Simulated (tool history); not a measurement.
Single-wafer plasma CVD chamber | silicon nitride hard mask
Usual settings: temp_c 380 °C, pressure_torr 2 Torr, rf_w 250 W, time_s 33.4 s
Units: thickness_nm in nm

| run | day | temp_c | pressure_torr | rf_w | time_s | wafers since the last listed run | hours since the last thermocouple change | hours since the last RF generator calibration | hours since the last manometer calibration | hours since the showerhead was replaced | hours since the gauge calibration | read-back reference wafer on the same gauge, thickness_nm | thickness_nm |
|---|---|---|---|---|---|---|---|---|---|---|---|---|---|
| 1 | 0 | 380 | 2 | 250 | 33.4 | 0 | 2614.9 | 2093.3 | 1657.1 | 2728.3 | 85.5 | 33.397 | 34.667 |
| 2 | 0.575 | 380 | 2 | 250 | 33.4 | 368 | 2628.7 | 2107.1 | 1670.9 | 2742.1 | 99.3 | 33.407 | 34.767 |
| 3 | 1.162 | 380 | 1.62 | 250 | 33.4 | 376 | 2642.8 | 2121.2 | 1685 | 2756.2 | 113.4 | 33.391 | 33.499 |
| 4 | 1.712 | 380 | 1.62 | 250 | 33.4 | 352 | 2656 | 2134.4 | 1698.2 | 2769.4 | 126.6 | 33.403 | 33.362 |
| 5 | 2.254 | 380 | 2 | 250 | 33.4 | 347 | 2669 | 2147.4 | 1711.2 | 2782.4 | 139.6 | 33.408 | 34.678 |
| 6 | 2.708 | 374 | 2 | 250 | 33.4 | 291 | 2679.9 | 2158.3 | 1722.1 | 2793.3 | 150.5 | 33.405 | 34.73 |
| 7 | 3.054 | 380 | 2 | 250 | 33.4 | 221 | 2688.2 | 2166.6 | 1730.4 | 2801.6 | 158.8 | 33.413 | 34.675 |
|  | 3.7 | capacitance manometer re-zeroed and calibrated |
|  | 3.821 | showerhead replaced |
| 8 | 5 | 380 | 2 | 250 | 33.4 | 956 | 2734.9 | 2213.3 | 31.2 | 28.3 | 205.5 | 33.387 | 34.742 |
| 9 | 5.404 | 375 | 1.79 | 250 | 33.4 | 259 | 2744.6 | 2223 | 40.9 | 38 | 215.2 | 33.419 | 33.965 |
|  | 5.933 | thermocouple changed; heater temperature recalibrated |
| 10 | 6.146 | 380 | 2 | 250 | 33.4 | 261 | 5.1 | 2240.8 | 58.7 | 55.8 | 233 | 33.402 | 34.627 |
| 11 | 6.879 | 367 | 2 | 300 | 33.4 | 470 | 22.7 | 2258.4 | 76.3 | 73.4 | 250.6 | 33.383 | 39.425 |
| 12 | 7.162 | 380 | 1.73 | 250 | 33.4 | 181 | 29.5 | 2265.2 | 83.1 | 80.2 | 257.4 | 33.394 | 33.757 |
|  | 7.412 | gauge calibrated |
|  | 7.854 | RF generator calibrated |
| 13 | 7.9 | 365 | 2 | 250 | 33.4 | 259 | 47.2 | 1.1 | 100.8 | 97.9 | 11.7 | 33.423 | 37.149 |
| 14 | 8.475 | 367 | 1.63 | 250 | 33.4 | 368 | 61 | 14.9 | 114.6 | 111.7 | 25.5 | 33.394 | 35.699 |
| 15 | 10.271 | 380 | 2 | 250 | 38.2 | 1151 | 104.1 | 58 | 157.7 | 154.8 | 68.6 | 33.393 | 41.87 |

Hidden state or all else? Some run-to-run changes of thickness_nm, split into what the settings, what came in and random variation would give without the hidden state, and what is left for the hidden state (with any gauge scatter that isn't in both results):
The hidden state here: wafer temperature above the value expected at the setpoint (K); delivered RF power above the setpoint (%); true pressure above the setpoint (%); gauge reads high (%).
Run 12 -> 13: temp_c 380 -> 365, pressure_torr 1.73 -> 2, gauge calibrated, RF generator calibrated. thickness_nm +3.392 nm: hidden state +2.101, all else +1.291.
Run 14 -> 15: temp_c 367 -> 380, pressure_torr 1.63 -> 2, time_s 33.4 -> 38.2. thickness_nm +6.171 nm: hidden state -0.166, all else +6.337.
